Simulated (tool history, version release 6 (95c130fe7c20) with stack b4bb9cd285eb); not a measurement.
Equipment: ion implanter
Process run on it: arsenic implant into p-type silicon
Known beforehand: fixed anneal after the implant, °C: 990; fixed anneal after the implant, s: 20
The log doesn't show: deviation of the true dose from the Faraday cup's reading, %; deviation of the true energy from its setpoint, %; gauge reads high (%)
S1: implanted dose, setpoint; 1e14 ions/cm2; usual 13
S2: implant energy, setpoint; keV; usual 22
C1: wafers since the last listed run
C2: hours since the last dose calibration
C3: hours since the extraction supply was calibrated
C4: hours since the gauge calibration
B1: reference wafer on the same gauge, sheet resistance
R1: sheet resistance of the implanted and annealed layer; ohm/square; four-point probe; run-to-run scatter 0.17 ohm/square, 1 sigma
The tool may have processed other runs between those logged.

run,hour,S1,S2,C1,C2,C3,C4,B1,R1
1,0,15.7,22,0,1222.6,4655.2,370.2,116.96,107.38
2,13.5,13,22,453,1236.1,4668.7,383.7,117.01,113.07
3,23.6,13,22,339,1246.2,4678.8,393.8,117.05,112.9
4,38.5,13,22,500,1261.1,4693.7,408.7,117,112.97
5,49,13,22,352,1271.6,4704.2,419.2,117.04,112.69
6,58.5,13,28,319,1281.1,4713.7,428.7,116.94,103.14
7,74,13,28,520,1296.6,4729.2,444.2,117.07,103.01
# hour 96.4: extraction supply calibrated
8,96.9,13,28,500,1319.5,0.5,467.1,116.99,102.95
9,131.8,13,20,1172,1354.4,35.4,502,117.06,116.75
10,167.6,13,22,1202,1390.2,71.2,537.8,116.95,112.17
11,178.3,13,22,359,1400.9,81.9,548.5,116.98,112.39
12,189.9,13,22,389,1412.5,93.5,560.1,117.06,112.56
13,196.3,13,22,215,1418.9,99.9,566.5,116.97,112.33
14,207.3,13,22,369,1429.9,110.9,577.5,116.94,112.39
15,222.6,15.55,22,514,1445.2,126.2,592.8,117.05,107.49
# hour 233.6: gauge calibrated
16,239.1,13,22,554,1461.7,142.7,5.5,117.04,112.41
17,254.9,10.6,29,530,1477.5,158.5,21.3,116.99,110.59
18,272.9,11.91,24.5,604,1495.5,176.5,39.3,116.97,111.5
19,283.4,15.92,19.5,352,1506,187,49.8,117,111.75
20,297.2,16.26,27,463,1519.8,200.8,63.6,116.97,97.17
21,304.1,16.46,28.5,231,1526.7,207.7,70.5,117.02,94.84
22,312.4,13,22,278,1535,216,78.8,117.03,112
23,323.4,15.03,22,369,1546,227,89.8,116.94,108.02
# hour 344.4: Faraday cup replaced and dose calibrated
24,344.9,14.73,18,453,0.5,248.5,111.3,116.99,118.2
25,356.9,14.57,16.5,403,12.5,260.5,123.3,117.05,121.97
26,365.3,11.78,27,282,20.9,268.9,131.7,116.93,110.02
27,381.4,15.98,29,540,37,285,147.8,116.96,96.41
28,389.3,13,22,265,44.9,292.9,155.7,116.99,114.17
29,405.2,13,17.5,534,60.8,308.8,171.6,116.98,123.19
30,418.9,13,22,460,74.5,322.5,185.3,116.98,113.64
31,434,9.21,19.5,507,89.6,337.6,200.4,116.93,137.27
32,442.3,15.4,28,278,97.9,345.9,208.7,117.07,98.71
33,458,13,22,527,113.6,361.6,224.4,117,114.25
34,472.5,13,24.5,487,128.1,376.1,238.9,116.98,109.56
35,503.6,9.2,15.5,1044,159.2,407.2,270,116.96,145.5
36,515.6,11.01,27,403,171.2,419.2,282,116.89,113.26
37,521.8,13,25.5,208,177.4,425.4,288.2,116.93,107.62

Below, each run's measurement less what the same run would have read without the hidden state. Both values contain the same run-to-run variation, but the gauge's scatter may not be the same in both:
run,R1
1,-0.89
2,-1.35
3,-1.37
4,-1.4
5,-1.41
6,-1.51
7,-1.54
8,-1.59
9,-1.57
10,-1.66
11,-1.7
12,-1.72
13,-1.73
14,-1.77
15,-1.23
16,-1.84
17,-2.99
18,-2.36
19,-1.25
20,-1.26
21,-1.26
22,-2
23,-1.5
24,-0.19
25,-0.2
26,-0.33
27,-0.18
28,-0.26
29,-0.25
30,-0.26
31,-0.48
32,-0.19
33,-0.27
34,-0.28
35,-0.47
36,-0.41
37,-0.29

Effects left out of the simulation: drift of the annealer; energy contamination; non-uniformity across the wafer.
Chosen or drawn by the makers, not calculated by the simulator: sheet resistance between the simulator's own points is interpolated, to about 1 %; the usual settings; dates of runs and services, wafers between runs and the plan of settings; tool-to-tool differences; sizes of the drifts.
